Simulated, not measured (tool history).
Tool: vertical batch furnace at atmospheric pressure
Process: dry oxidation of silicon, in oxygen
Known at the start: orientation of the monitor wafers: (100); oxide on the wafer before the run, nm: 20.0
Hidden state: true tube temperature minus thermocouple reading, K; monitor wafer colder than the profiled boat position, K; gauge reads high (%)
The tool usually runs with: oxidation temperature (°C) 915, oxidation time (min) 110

run	hour	oxidation temperature (°C)	oxidation time (min)	wafers since the last listed run	hours since the last temperature calibration	hours since the boat lift was adjusted	hours since the gauge calibration	read-back reference wafer on the same gauge, thickness	oxide thickness on the monitor wafer (angstrom)
1	0	915	125.5	0	3893.5	3847	421.5	48.49	475.9
2	21.3	902	110	255	3914.8	3868.3	442.8	48.5	407.3
3	43.1	902	110	261	3936.6	3890.1	464.6	48.49	407.9
4	68.4	915	110	303	3961.9	3915.4	489.9	48.47	447.8
5	85	915	110	198	3978.5	3932	506.5	48.51	447.5
6	94.8	915	110	117	3988.3	3941.8	516.3	48.49	446.2
7	106.9	898	110	145	4000.4	3953.9	528.4	48.49	396.3
8	128.7	898	110	261	4022.2	3975.7	550.2	48.49	395.9
9	141.6	915	110	154	4035.1	3988.6	563.1	48.51	447.3
10	159.8	915	152.5	218	4053.3	4006.8	581.3	48.5	528.3
11	177.7	930	143	214	4071.2	4024.7	599.2	48.5	577.9
12	196.8	915	110	228	4090.3	4043.8	618.3	48.5	446.3
13	221.3	915	110	293	4114.8	4068.3	642.8	48.51	447.9
14	243	915	110	260	4136.5	4090	664.5	48.52	448.3
15	256.6	915	147.5	163	4150.1	4103.6	678.1	48.48	519.3
# hour 293.7: thermocouples replaced and temperature profile calibrated
16	294.2	915	110	163	0.5	4141.2	715.7	48.51	434.4
17	302	932	145.5	93	8.3	4149	723.5	48.49	576.4
18	315.6	894	82	163	21.9	4162.6	737.1	48.51	336.6
19	325.8	915	110	122	32.1	4172.8	747.3	48.51	434.8
20	335.4	915	110	115	41.7	4182.4	756.9	48.5	435.1
21	357.7	930	64.5	267	64	4204.7	779.2	48.53	380.1
22	369.6	915	62	142	75.9	4216.6	791.1	48.52	342.6
# hour 410.2: boat lift adjusted
23	410.7	928	58.5	204	117	0.5	832.2	48.46	369.7
24	416.9	893	71.5	74	123.2	6.7	838.4	48.49	328.8
25	423	921	150	73	129.3	12.8	844.5	48.5	551
26	442	915	110	227	148.3	31.8	863.5	48.52	448.1
27	452.7	901	110	128	159	42.5	874.2	48.46	405.7
28	471.5	915	110	225	177.8	61.3	893	48.51	448.3
29	513	905	80	497	219.3	102.8	934.5	48.48	363.6
# hour 514.3: gauge calibrated
30	536.5	915	157	281	242.8	126.3	22.2	48.48	537.2
31	562.4	901	124.5	310	268.7	152.2	48.1	48.49	428.3
32	578.9	915	110	197	285.2	168.7	64.6	48.48	446.2
33	603.6	895	110	296	309.9	193.4	89.3	48.52	388.7
34	617.5	915	110	166	323.8	207.3	103.2	48.49	446.5
35	642.6	915	110	300	348.9	232.4	128.3	48.52	446.5
36	665.3	902	64.5	272	371.6	255.1	151	48.5	330.1
37	739.1	902	128	884	445.4	328.9	224.8	48.5	434.1
38	762.3	933	141.5	278	468.6	352.1	248	48.48	587.3
39	774.4	935	57	145	480.7	364.2	260.1	48.5	379.4
40	799.9	915	110	305	506.2	389.7	285.6	48.5	445

How the hidden state differs across the entries between the runs, from the last listed run before each to the first after it:
Run 15 -> run 16: thermocouples replaced and temperature profile calibrated (hour 293.7)
  true tube temperature minus thermocouple reading, K: 4.04 -> 0.0714; monitor wafer colder than the profiled boat position, K: 4.73 -> 4.74
  measured value less the no-hidden-state value, oxide thickness on the monitor wafer (angstrom): -3 -> -15
Run 22 -> run 23: boat lift adjusted (hour 410.2)
  true tube temperature minus thermocouple reading, K: 0.0726 -> 0.0742; monitor wafer colder than the profiled boat position, K: 4.75 -> 0.614
  measured value less the no-hidden-state value, oxide thickness on the monitor wafer (angstrom): -9 -> -1.2
Run 29 -> run 30: gauge calibrated (hour 514.3)
  true tube temperature minus thermocouple reading, K: 0.0814 -> 0.0836; monitor wafer colder than the profiled boat position, K: 0.924 -> 0.991
  measured value less the no-hidden-state value, oxide thickness on the monitor wafer (angstrom): -1.8 -> -4.1

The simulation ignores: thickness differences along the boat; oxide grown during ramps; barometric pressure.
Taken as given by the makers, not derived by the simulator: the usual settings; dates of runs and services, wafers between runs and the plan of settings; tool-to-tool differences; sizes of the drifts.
